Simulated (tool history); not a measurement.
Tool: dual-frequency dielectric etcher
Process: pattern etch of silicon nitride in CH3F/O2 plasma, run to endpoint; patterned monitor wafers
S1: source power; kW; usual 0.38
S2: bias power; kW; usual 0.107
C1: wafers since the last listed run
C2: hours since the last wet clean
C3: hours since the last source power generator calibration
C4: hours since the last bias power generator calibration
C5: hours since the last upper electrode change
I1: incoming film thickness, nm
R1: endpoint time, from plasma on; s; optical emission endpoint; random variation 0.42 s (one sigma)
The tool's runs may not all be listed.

run 1 hour=0 | S1=0.38 S2=0.107 | C1=0 C2=359 C3=1516.9 C4=3128 C5=2708.5 | I1=97.1 | R1=96.1
run 2 hour=73 | S1=0.38 S2=0.107 | C1=619 C2=432 C3=1589.9 C4=3201 C5=2781.5 | I1=97.3 | R1=95.7
-- hour=222.3 wet clean of the chamber
run 3 hour=304.9 | S1=0.44 S2=0.094 | C1=1763 C2=82.6 C3=1821.8 C4=3432.9 C5=3013.4 | I1=97.6 | R1=102.4
run 4 hour=369.9 | S1=0.44 S2=0.094 | C1=551 C2=147.6 C3=1886.8 C4=3497.9 C5=3078.4 | I1=97.8 | R1=101.9
-- hour=463.5 source power generator calibrated
-- hour=471 upper electrode replaced
run 5 hour=471.5 | S1=0.38 S2=0.107 | C1=764 C2=249.2 C3=8 C4=3599.5 C5=0.5 | I1=97.9 | R1=98.1
-- hour=509.5 bias power generator calibrated
run 6 hour=521.7 | S1=0.38 S2=0.107 | C1=391 C2=299.4 C3=58.2 C4=12.2 C5=50.7 | I1=97 | R1=97
run 7 hour=625.8 | S1=0.38 S2=0.107 | C1=883 C2=403.5 C3=162.3 C4=116.3 C5=154.8 | I1=97.5 | R1=96.6
run 8 hour=698.7 | S1=0.47 S2=0.107 | C1=618 C2=476.4 C3=235.2 C4=189.2 C5=227.7 | I1=97 | R1=92
-- hour=745 wet clean of the chamber
run 9 hour=792.7 | S1=0.31 S2=0.098 | C1=593 C2=47.7 C3=329.2 C4=283.2 C5=321.7 | I1=97.4 | R1=106.4
run 10 hour=851.3 | S1=0.41 S2=0.086 | C1=497 C2=106.3 C3=387.8 C4=341.8 C5=380.3 | I1=98.1 | R1=108.3
run 11 hour=958.9 | S1=0.34 S2=0.089 | C1=912 C2=213.9 C3=495.4 C4=449.4 C5=487.9 | I1=98.1 | R1=109.6
run 12 hour=1056 | S1=0.34 S2=0.115 | C1=823 C2=311 C3=592.5 C4=546.5 C5=585 | I1=98 | R1=96.7
run 13 hour=1117.9 | S1=0.38 S2=0.107 | C1=525 C2=372.9 C3=654.4 C4=608.4 C5=646.9 | I1=96.7 | R1=96
run 14 hour=1160 | S1=0.35 S2=0.087 | C1=357 C2=415 C3=696.5 C4=650.5 C5=689 | I1=98.3 | R1=109.2

Hidden state or all else? Some run-to-run changes of R1, split into what the settings, what came in and random variation would give without the hidden state, and what is left for the hidden state (with any gauge scatter that isn't in both results):
The hidden state here: etch rate over this chamber's usual, %; source power that arrives over what is set, %; bias power that arrives over what is set, %.
Run 2 -> 3: S1 0.38 -> 0.44, S2 0.107 -> 0.094, wet clean of the chamber. R1 +6.7 s: hidden state +2.8, all else +3.9.
Run 8 -> 9: S1 0.47 -> 0.31, S2 0.107 -> 0.098, wet clean of the chamber. R1 +14.4 s: hidden state +2.4, all else +12.
